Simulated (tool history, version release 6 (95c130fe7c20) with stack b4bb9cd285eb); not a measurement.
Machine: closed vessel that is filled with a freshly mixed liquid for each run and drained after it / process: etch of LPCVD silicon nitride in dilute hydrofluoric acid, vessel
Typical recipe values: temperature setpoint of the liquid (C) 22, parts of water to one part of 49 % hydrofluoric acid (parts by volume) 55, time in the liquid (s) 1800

| run | day | temperature setpoint of the liquid (C) | parts of water to one part of 49 % hydrofluoric acid (parts by volume) | time in the liquid (s) | wafers since the last listed run | hours since the thermometer was replaced | hours since the hydrofluoric acid flow meter was replaced | hours since the gauge calibration | read-back film thickness of the LPCVD silicon nitride reference wafer, read on the same gauge (nm) | thickness taken off the LPCVD silicon nitride on a monitor wafer (nm) |
|---|---|---|---|---|---|---|---|---|---|---|
| 1 | 0 | 22 | 65 | 1800 | 0 | 412.5 | 1281 | 533.5 | 40.02 | 12.5 |
| 2 | 0.471 | 22 | 65 | 1800 | 424 | 423.8 | 1292.3 | 544.8 | 40.01 | 12.37 |
| 3 | 0.854 | 22 | 65 | 1800 | 345 | 433 | 1301.5 | 554 | 40 | 12.48 |
| 4 | 1.338 | 22 | 55 | 1800 | 436 | 444.6 | 1313.1 | 565.6 | 39.99 | 14.4 |
| 5 | 1.738 | 22 | 55 | 1800 | 361 | 454.2 | 1322.7 | 575.2 | 39.98 | 14.41 |
| 6 | 2.171 | 22 | 55 | 1800 | 391 | 464.6 | 1333.1 | 585.6 | 40 | 14.56 |
| 7 | 2.588 | 22 | 40 | 1365 | 376 | 474.6 | 1343.1 | 595.6 | 40 | 15.01 |
|  | 2.875 | hydrofluoric acid flow meter replaced |
| 8 | 2.896 | 22 | 40 | 1365 | 240 | 482 | 0.5 | 603 | 40 | 15.07 |
| 9 | 3.238 | 22 | 40 | 1365 | 308 | 490.2 | 8.7 | 611.2 | 40.01 | 14.89 |
|  | 3.883 | thermometer replaced |
| 10 | 3.904 | 22 | 40 | 1800 | 564 | 0.5 | 24.7 | 627.2 | 39.98 | 19.19 |
|  | 4.167 | gauge calibrated |
| 11 | 4.179 | 22 | 40 | 1800 | 248 | 7.1 | 31.3 | 0.3 | 39.99 | 19.02 |
| 12 | 4.879 | 22 | 55 | 1800 | 631 | 23.9 | 48.1 | 17.1 | 39.99 | 13.95 |
| 13 | 5.567 | 22 | 80 | 1800 | 620 | 40.4 | 64.6 | 33.6 | 39.98 | 9.65 |
| 14 | 7.538 | 22 | 55 | 2790 | 1778 | 87.7 | 111.9 | 80.9 | 39.99 | 21.13 |
| 15 | 7.875 | 22 | 55 | 865 | 304 | 95.8 | 120 | 89 | 40 | 6.66 |
| 16 | 8.125 | 24.5 | 45 | 1530 | 225 | 101.8 | 126 | 95 | 40.03 | 17.05 |
|  | 8.371 | thermometer replaced, repeated, since the last time left the tool worse |
| 17 | 8.446 | 24.5 | 80 | 1800 | 251 | 1.8 | 133.7 | 102.7 | 39.97 | 12.43 |
| 18 | 8.942 | 19 | 40 | 2860 | 447 | 13.7 | 145.6 | 114.6 | 39.98 | 26.58 |
| 19 | 9.412 | 22 | 55 | 1800 | 424 | 25 | 156.9 | 125.9 | 40 | 15.14 |
| 20 | 10.062 | 22 | 65 | 1800 | 586 | 40.6 | 172.5 | 141.5 | 39.98 | 13.01 |
| 21 | 10.388 | 24.5 | 55 | 1800 | 293 | 48.4 | 180.3 | 149.3 | 39.98 | 17.51 |
| 22 | 10.65 | 17 | 30 | 1800 | 236 | 54.7 | 186.6 | 155.6 | 39.99 | 19.03 |
| 23 | 11.217 | 22 | 55 | 1800 | 511 | 68.3 | 200.2 | 169.2 | 40.03 | 14.89 |
| 24 | 11.6 | 22 | 55 | 795 | 345 | 77.5 | 209.4 | 178.4 | 39.98 | 6.6 |
| 25 | 12.275 | 22 | 55 | 720 | 609 | 93.7 | 225.6 | 194.6 | 39.99 | 5.97 |
| 26 | 12.975 | 17 | 65 | 2140 | 631 | 110.5 | 242.4 | 211.4 | 39.98 | 10.68 |
| 27 | 13.554 | 22 | 40 | 2095 | 522 | 124.4 | 256.3 | 225.3 | 39.97 | 23.77 |
| 28 | 14.017 | 22 | 55 | 1800 | 417 | 135.5 | 267.4 | 236.4 | 40.02 | 15.17 |
| 29 | 14.525 | 22 | 55 | 1800 | 458 | 147.7 | 279.6 | 248.6 | 40.02 | 14.99 |
| 30 | 15.083 | 18 | 55 | 2325 | 503 | 161.1 | 293 | 262 | 40 | 14.61 |
| 31 | 15.558 | 22 | 35 | 1800 | 428 | 172.5 | 304.4 | 273.4 | 40 | 22.86 |
| 32 | 16.254 | 22 | 55 | 1800 | 628 | 189.2 | 321.1 | 290.1 | 39.98 | 14.97 |
| 33 | 16.85 | 24 | 55 | 890 | 537 | 203.5 | 335.4 | 304.4 | 39.99 | 8.37 |

List, for all runs, the conditions of the tool that the log does not record:
hydrofluoric acid flow below the setpoint (%): 0, the same for each run
gauge reads high (%): 0, the same for each run
H1: liquid colder than its thermometer reads (K)
| run | H1 |
|---|---|
| 1 | 0.661 |
| 2 | 0.677 |
| 3 | 0.69 |
| 4 | 0.707 |
| 5 | 0.721 |
| 6 | 0.736 |
| 7 | 0.75 |
| 8 | 0.761 |
| 9 | 0.773 |
| 10 | 1.26 |
| 11 | 1.27 |
| 12 | 1.3 |
| 13 | 1.32 |
| 14 | 1.39 |
| 15 | 1.4 |
| 16 | 1.41 |
| 17 | 0.133 |
| 18 | 0.15 |
| 19 | 0.167 |
| 20 | 0.189 |
| 21 | 0.201 |
| 22 | 0.21 |
| 23 | 0.23 |
| 24 | 0.243 |
| 25 | 0.266 |
| 26 | 0.291 |
| 27 | 0.311 |
| 28 | 0.327 |
| 29 | 0.345 |
| 30 | 0.364 |
| 31 | 0.38 |
| 32 | 0.405 |
| 33 | 0.425 |
